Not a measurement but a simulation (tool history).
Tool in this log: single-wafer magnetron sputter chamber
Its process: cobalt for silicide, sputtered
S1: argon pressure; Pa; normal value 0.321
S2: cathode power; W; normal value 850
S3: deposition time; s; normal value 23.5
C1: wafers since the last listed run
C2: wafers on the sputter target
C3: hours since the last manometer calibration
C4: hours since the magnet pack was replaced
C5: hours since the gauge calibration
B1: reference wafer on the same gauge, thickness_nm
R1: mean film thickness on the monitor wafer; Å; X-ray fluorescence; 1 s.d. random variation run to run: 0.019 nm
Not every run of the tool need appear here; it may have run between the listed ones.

Run 1, hour 0: usual settings; C1 0; C2 3012; C3 1728.8; C4 3884.7; C5 467.7; B1 9.202. Result: R1 100.6 Å.
Run 2, hour 34.5: usual settings; C1 640; C2 3653; C3 1763.3; C4 3919.2; C5 502.2; B1 9.204. Result: R1 100.58 Å.
Run 3, hour 85.3: usual settings; C1 943; C2 4596; C3 1814.1; C4 3970; C5 553; B1 9.201. Result: R1 100.56 Å.
At hour 137.7: sputter target and shields replaced.
Run 4, hour 155.9: usual settings; C1 1162; C2 337; C3 1884.7; C4 4040.6; C5 623.6; B1 9.192. Result: R1 101.01 Å.
Run 5, hour 222.8: usual settings; C1 1242; C2 1580; C3 1951.6; C4 4107.5; C5 690.5; B1 9.189. Result: R1 100.92 Å.
Run 6, hour 273.5: usual settings but S2 700 W, S3 21 s; C1 941; C2 2521; C3 2002.3; C4 4158.2; C5 741.2; B1 9.2. Result: R1 76.83 Å.
Run 7, hour 335.4: usual settings; C1 1149; C2 3670; C3 2064.2; C4 4220.1; C5 803.1; B1 9.206. Result: R1 100.69 Å.
At hour 359: gauge calibrated.
Run 8, hour 382.9: usual settings; C1 881; C2 4552; C3 2111.7; C4 4267.6; C5 23.9; B1 9.196. Result: R1 100.08 Å.
Run 9, hour 409.4: usual settings; C1 492; C2 5044; C3 2138.2; C4 4294.1; C5 50.4; B1 9.205. Result: R1 99.88 Å.
Run 10, hour 439.9: usual settings; C1 566; C2 5611; C3 2168.7; C4 4324.6; C5 80.9; B1 9.197. Result: R1 99.83 Å.
At hour 460.4: sputter target and shields replaced.
Run 11, hour 503.3: usual settings; C1 1028; C2 796; C3 2232.1; C4 4388; C5 144.3; B1 9.201. Result: R1 100.42 Å.
Run 12, hour 537.8: usual settings; C1 640; C2 1437; C3 2266.6; C4 4422.5; C5 178.8; B1 9.201. Result: R1 100.7 Å.
Run 13, hour 590.5: usual settings but S1 0.239 Pa; C1 978; C2 2415; C3 2319.3; C4 4475.2; C5 231.5; B1 9.206. Result: R1 103.37 Å.
Run 14, hour 649.6: usual settings but S1 0.389 Pa, S2 1000 W; C1 1097; C2 3513; C3 2378.4; C4 4534.3; C5 290.6; B1 9.198. Result: R1 111.49 Å.
At hour 760.4: sputter target and shields replaced.
Run 15, hour 855.6: usual settings but S1 0.365 Pa, S2 700 W; C1 3676; C2 1767; C3 2584.4; C4 4740.3; C5 496.6; B1 9.194. Result: R1 84.14 Å.
At hour 871.7: magnet pack replaced.
Run 16, hour 903.1: usual settings but S1 0.228 Pa, S2 650 W, S3 26.8 s; C1 733; C2 2500; C3 2631.9; C4 31.4; C5 544.1; B1 9.202. Result: R1 95.4 Å.
Run 17, hour 937.4: usual settings but S1 0.236 Pa, S2 650 W, S3 21.8 s; C1 636; C2 3137; C3 2666.2; C4 65.7; C5 578.4; B1 9.198. Result: R1 76.83 Å.
Run 18, hour 965.5: usual settings but S1 0.229 Pa, S3 26.3 s; C1 521; C2 3659; C3 2694.3; C4 93.8; C5 606.5; B1 9.195. Result: R1 115.92 Å.
Run 19, hour 993.1: usual settings; C1 512; C2 4171; C3 2721.9; C4 121.4; C5 634.1; B1 9.198. Result: R1 99.25 Å.
At hour 1080.7: gauge calibrated.
At hour 1109.8: sputter target and shields replaced.
At hour 1136.6: capacitance manometer re-zeroed and calibrated.
Run 20, hour 1162.5: usual settings but S3 27.6 s; C1 2848; C2 829; C3 25.9; C4 290.8; C5 81.8; B1 9.205. Result: R1 119.21 Å.
Run 21, hour 1224.3: usual settings but S1 0.425 Pa, S2 700 W, S3 20 s; C1 1147; C2 1977; C3 87.7; C4 352.6; C5 143.6; B1 9.2. Result: R1 71.01 Å.
Run 22, hour 1277: usual settings; C1 978; C2 2955; C3 140.4; C4 405.3; C5 196.3; B1 9.199. Result: R1 101.3 Å.
Run 23, hour 1337: usual settings but S1 0.363 Pa, S2 950 W, S3 20.3 s; C1 1114; C2 4069; C3 200.4; C4 465.3; C5 256.3; B1 9.207. Result: R1 94.14 Å.
Run 24, hour 1406.2: usual settings; C1 1284; C2 5354; C3 269.6; C4 534.5; C5 325.5; B1 9.2. Result: R1 100.68 Å.
At hour 1462.1: sputter target and shields replaced.
Run 25, hour 1465.6: usual settings but S1 0.384 Pa, S3 22.1 s; C1 954; C2 64; C3 329; C4 593.9; C5 384.9; B1 9.198. Result: R1 93.2 Å.
Run 26, hour 1535.7: usual settings but S1 0.442 Pa, S2 650 W; C1 1301; C2 1365; C3 399.1; C4 664; C5 455; B1 9.209. Result: R1 78.42 Å.
Run 27, hour 1570.8: usual settings but S1 0.239 Pa, S2 1050 W, S3 20.5 s; C1 651; C2 2017; C3 434.2; C4 699.1; C5 490.1; B1 9.198. Result: R1 108.59 Å.

Describe how what the log doesn't record of the tool's condition differs between the last listed run preceding each entry between runs and the first listed run following it.
After run 3, before run 4: sputter target and shields replaced (hour 137.7)
  deposition rate above that of a new target (%): -0.726 -> -0.0176; true argon pressure above the setpoint (%): 6.19 -> 6.68
  the result without the hidden state subtracted from the measured one, R1: -1.42 -> -0.75 Å
After run 7, before run 8: gauge calibrated (hour 359)
  deposition rate above that of a new target (%): -0.423 -> -0.642; true argon pressure above the setpoint (%): 7.98 -> 8.35
  the result without the hidden state subtracted from the measured one, R1: -1.3 -> -1.56 Å
After run 10, before run 11: sputter target and shields replaced (hour 460.4)
  deposition rate above that of a new target (%): -0.968 -> -0.125; true argon pressure above the setpoint (%): 8.8 -> 9.32
  the result without the hidden state subtracted from the measured one, R1: -1.93 -> -1.14 Å
After run 14, before run 15: sputter target and shields replaced (hour 760.4)
  deposition rate above that of a new target (%): -0.48 -> -0.106; true argon pressure above the setpoint (%): 10.6 -> 12.4
  the result without the hidden state subtracted from the measured one, R1: -2.1 -> -1.39 Å
After run 15, before run 16: magnet pack replaced (hour 871.7)
  deposition rate above that of a new target (%): -0.106 -> -0.224; true argon pressure above the setpoint (%): 12.4 -> 12.9
  the result without the hidden state subtracted from the measured one, R1: -1.39 -> -1.14 Å
After run 19, before run 20: gauge calibrated (hour 1080.7); sputter target and shields replaced (hour 1109.8); capacitance manometer re-zeroed and calibrated (hour 1136.6)
  deposition rate above that of a new target (%): -0.577 -> -0.0456; true argon pressure above the setpoint (%): 13.8 -> 1.4
  the result without the hidden state subtracted from the measured one, R1: -2.06 -> -0.23 Å
After run 24, before run 25: sputter target and shields replaced (hour 1462.1)
  deposition rate above that of a new target (%): -0.934 -> -0.0498; true argon pressure above the setpoint (%): 1.53 -> 1.6
  the result without the hidden state subtracted from the measured one, R1: -1.12 -> -0.24 Å

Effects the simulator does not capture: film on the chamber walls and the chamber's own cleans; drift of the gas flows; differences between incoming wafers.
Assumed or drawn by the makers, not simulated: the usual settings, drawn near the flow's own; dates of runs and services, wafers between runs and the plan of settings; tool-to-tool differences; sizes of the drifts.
